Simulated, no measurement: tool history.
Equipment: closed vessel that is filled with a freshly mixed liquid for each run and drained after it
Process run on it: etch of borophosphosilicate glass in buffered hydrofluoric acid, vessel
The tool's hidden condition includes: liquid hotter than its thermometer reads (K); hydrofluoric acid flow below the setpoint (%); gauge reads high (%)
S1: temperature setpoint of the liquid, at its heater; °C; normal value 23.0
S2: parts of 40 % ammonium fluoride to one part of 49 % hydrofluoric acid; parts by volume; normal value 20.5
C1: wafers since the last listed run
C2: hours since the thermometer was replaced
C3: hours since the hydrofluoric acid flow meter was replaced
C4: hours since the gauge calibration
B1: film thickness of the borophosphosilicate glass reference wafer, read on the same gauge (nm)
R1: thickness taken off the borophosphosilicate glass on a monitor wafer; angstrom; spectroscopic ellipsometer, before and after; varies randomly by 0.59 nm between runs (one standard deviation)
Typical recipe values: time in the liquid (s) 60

{"run": 1, "day": 0.0, "S1": 23.0, "S2": 20.5, "time in the liquid (s)": 60, "C1": 0, "C2": 279.3, "C3": 1155.0, "C4": 3403.7, "B1": 40.03, "R1": 694.8}
{"day": 1.792, "done": "hydrofluoric acid flow meter replaced"}
{"run": 2, "day": 3.471, "S1": 20.5, "S2": 20.5, "time in the liquid (s)": 60, "C1": 8324, "C2": 362.6, "C3": 40.3, "C4": 3487.0, "B1": 40.02, "R1": 614.7}
{"day": 6.288, "done": "gauge calibrated"}
{"run": 3, "day": 6.829, "S1": 20.5, "S2": 20.5, "time in the liquid (s)": 60, "C1": 8152, "C2": 443.2, "C3": 120.9, "C4": 13.0, "B1": 39.99, "R1": 608.2}
{"run": 4, "day": 8.592, "S1": 19.5, "S2": 20.5, "time in the liquid (s)": 60, "C1": 4278, "C2": 485.5, "C3": 163.2, "C4": 55.3, "B1": 40.01, "R1": 570.6}
{"run": 5, "day": 12.583, "S1": 19.5, "S2": 20.5, "time in the liquid (s)": 60, "C1": 9689, "C2": 581.3, "C3": 259.0, "C4": 151.1, "B1": 40.01, "R1": 573.9}
{"run": 6, "day": 16.846, "S1": 19.5, "S2": 20.5, "time in the liquid (s)": 60, "C1": 10347, "C2": 683.6, "C3": 361.3, "C4": 253.4, "B1": 40.04, "R1": 566.4}
{"run": 7, "day": 20.692, "S1": 23.0, "S2": 20.5, "time in the liquid (s)": 60, "C1": 9335, "C2": 775.9, "C3": 453.6, "C4": 345.7, "B1": 40.01, "R1": 698.1}
{"run": 8, "day": 24.008, "S1": 23.0, "S2": 20.5, "time in the liquid (s)": 60, "C1": 8051, "C2": 855.5, "C3": 533.2, "C4": 425.3, "B1": 39.97, "R1": 696.9}
{"run": 9, "day": 28.4, "S1": 23.0, "S2": 20.5, "time in the liquid (s)": 60, "C1": 10660, "C2": 960.9, "C3": 638.6, "C4": 530.7, "B1": 40.01, "R1": 690.0}
{"run": 10, "day": 31.383, "S1": 23.0, "S2": 20.5, "time in the liquid (s)": 35, "C1": 7241, "C2": 1032.5, "C3": 710.2, "C4": 602.3, "B1": 40.0, "R1": 409.8}
{"run": 11, "day": 33.708, "S1": 21.5, "S2": 20.5, "time in the liquid (s)": 60, "C1": 5643, "C2": 1088.3, "C3": 766.0, "C4": 658.1, "B1": 39.98, "R1": 637.0}
{"run": 12, "day": 36.458, "S1": 23.0, "S2": 20.5, "time in the liquid (s)": 60, "C1": 6675, "C2": 1154.3, "C3": 832.0, "C4": 724.1, "B1": 40.02, "R1": 703.6}
{"run": 13, "day": 39.933, "S1": 23.0, "S2": 20.5, "time in the liquid (s)": 60, "C1": 8435, "C2": 1237.7, "C3": 915.4, "C4": 807.5, "B1": 39.98, "R1": 697.8}
{"run": 14, "day": 43.117, "S1": 23.0, "S2": 20.5, "time in the liquid (s)": 60, "C1": 7727, "C2": 1314.1, "C3": 991.8, "C4": 883.9, "B1": 40.01, "R1": 689.7}
{"run": 15, "day": 45.933, "S1": 23.0, "S2": 20.5, "time in the liquid (s)": 80, "C1": 6837, "C2": 1381.7, "C3": 1059.4, "C4": 951.5, "B1": 40.01, "R1": 924.1}
{"day": 49.546, "done": "hydrofluoric acid flow meter replaced"}
{"run": 16, "day": 49.758, "S1": 19.5, "S2": 14.0, "time in the liquid (s)": 85, "C1": 9183, "C2": 1473.5, "C3": 5.1, "C4": 1043.3, "B1": 40.01, "R1": 1170.0}
{"run": 17, "day": 51.808, "S1": 27.5, "S2": 17.0, "time in the liquid (s)": 60, "C1": 4976, "C2": 1522.7, "C3": 54.3, "C4": 1092.5, "B1": 40.03, "R1": 1059.0}
{"run": 18, "day": 56.3, "S1": 18.5, "S2": 20.5, "time in the liquid (s)": 60, "C1": 10903, "C2": 1630.5, "C3": 162.1, "C4": 1200.3, "B1": 40.01, "R1": 542.5}
{"run": 19, "day": 59.788, "S1": 23.0, "S2": 20.5, "time in the liquid (s)": 60, "C1": 8465, "C2": 1714.2, "C3": 245.8, "C4": 1284.0, "B1": 40.0, "R1": 683.6}
{"run": 20, "day": 64.129, "S1": 23.0, "S2": 20.5, "time in the liquid (s)": 60, "C1": 10539, "C2": 1818.4, "C3": 350.0, "C4": 1388.2, "B1": 39.96, "R1": 698.3}
{"run": 21, "day": 65.746, "S1": 25.5, "S2": 27.0, "time in the liquid (s)": 85, "C1": 3924, "C2": 1857.2, "C3": 388.8, "C4": 1427.0, "B1": 40.02, "R1": 940.4}
{"day": 67.017, "done": "thermometer replaced"}
{"run": 22, "day": 67.546, "S1": 23.0, "S2": 20.5, "time in the liquid (s)": 60, "C1": 4268, "C2": 12.7, "C3": 432.0, "C4": 1470.2, "B1": 39.99, "R1": 696.2}
{"run": 23, "day": 70.592, "S1": 18.0, "S2": 20.5, "time in the liquid (s)": 30, "C1": 7393, "C2": 85.8, "C3": 505.1, "C4": 1543.3, "B1": 40.02, "R1": 262.7}
{"run": 24, "day": 73.854, "S1": 23.0, "S2": 20.5, "time in the liquid (s)": 60, "C1": 7919, "C2": 164.1, "C3": 583.4, "C4": 1621.6, "B1": 39.99, "R1": 693.0}
{"run": 25, "day": 77.725, "S1": 23.0, "S2": 26.5, "time in the liquid (s)": 85, "C1": 9396, "C2": 257.0, "C3": 676.3, "C4": 1714.5, "B1": 39.98, "R1": 822.6}
{"run": 26, "day": 81.125, "S1": 19.0, "S2": 27.5, "time in the liquid (s)": 60, "C1": 8253, "C2": 338.6, "C3": 757.9, "C4": 1796.1, "B1": 40.0, "R1": 461.3}
{"run": 27, "day": 83.183, "S1": 23.0, "S2": 20.5, "time in the liquid (s)": 60, "C1": 4996, "C2": 388.0, "C3": 807.3, "C4": 1845.5, "B1": 39.99, "R1": 701.7}
{"run": 28, "day": 86.496, "S1": 23.0, "S2": 20.5, "time in the liquid (s)": 90, "C1": 8040, "C2": 467.5, "C3": 886.8, "C4": 1925.0, "B1": 40.01, "R1": 1053.4}
{"run": 29, "day": 90.75, "S1": 23.0, "S2": 27.5, "time in the liquid (s)": 50, "C1": 10326, "C2": 569.6, "C3": 988.9, "C4": 2027.1, "B1": 40.01, "R1": 465.1}
{"day": 91.942, "done": "hydrofluoric acid flow meter replaced"}
{"run": 30, "day": 92.617, "S1": 23.0, "S2": 20.5, "time in the liquid (s)": 60, "C1": 4430, "C2": 614.4, "C3": 16.2, "C4": 2071.9, "B1": 40.01, "R1": 704.5}
{"run": 31, "day": 94.779, "S1": 18.0, "S2": 28.5, "time in the liquid (s)": 50, "C1": 5249, "C2": 666.3, "C3": 68.1, "C4": 2123.8, "B1": 39.97, "R1": 350.1}
{"run": 32, "day": 97.812, "S1": 23.0, "S2": 27.0, "time in the liquid (s)": 90, "C1": 7363, "C2": 739.1, "C3": 140.9, "C4": 2196.6, "B1": 40.0, "R1": 869.6}

3 ways to go on from here, each from the tool as it stands after run 32. What would each give?
{"run": "A", "day": 97.842, "S1": 26.0, "S2": 20.5, "time in the liquid (s)": 60, "C1": 70, "C2": 739.8, "C3": 141.6, "C4": 2197.3, "B1": "?", "R1": "?"}
{"run": "B", "day": 97.842, "S1": 23.0, "S2": 13.0, "time in the liquid (s)": 60, "C1": 70, "C2": 739.8, "C3": 141.6, "C4": 2197.3, "B1": "?", "R1": "?"}
{"run": "C", "day": 97.842, "S1": 28.0, "S2": 26.0, "time in the liquid (s)": 60, "C1": 70, "C2": 739.8, "C3": 141.6, "C4": 2197.3, "B1": "?", "R1": "?"}

run=A B1=39.98 R1=832.5
run=B B1=39.98 R1=1102.0
run=C B1=39.98 R1=786.5
With the hidden condition removed and each run's random variation left untouched, the same runs would have given:
run=A R1=832.5
run=B R1=1102.0
run=C R1=786.5
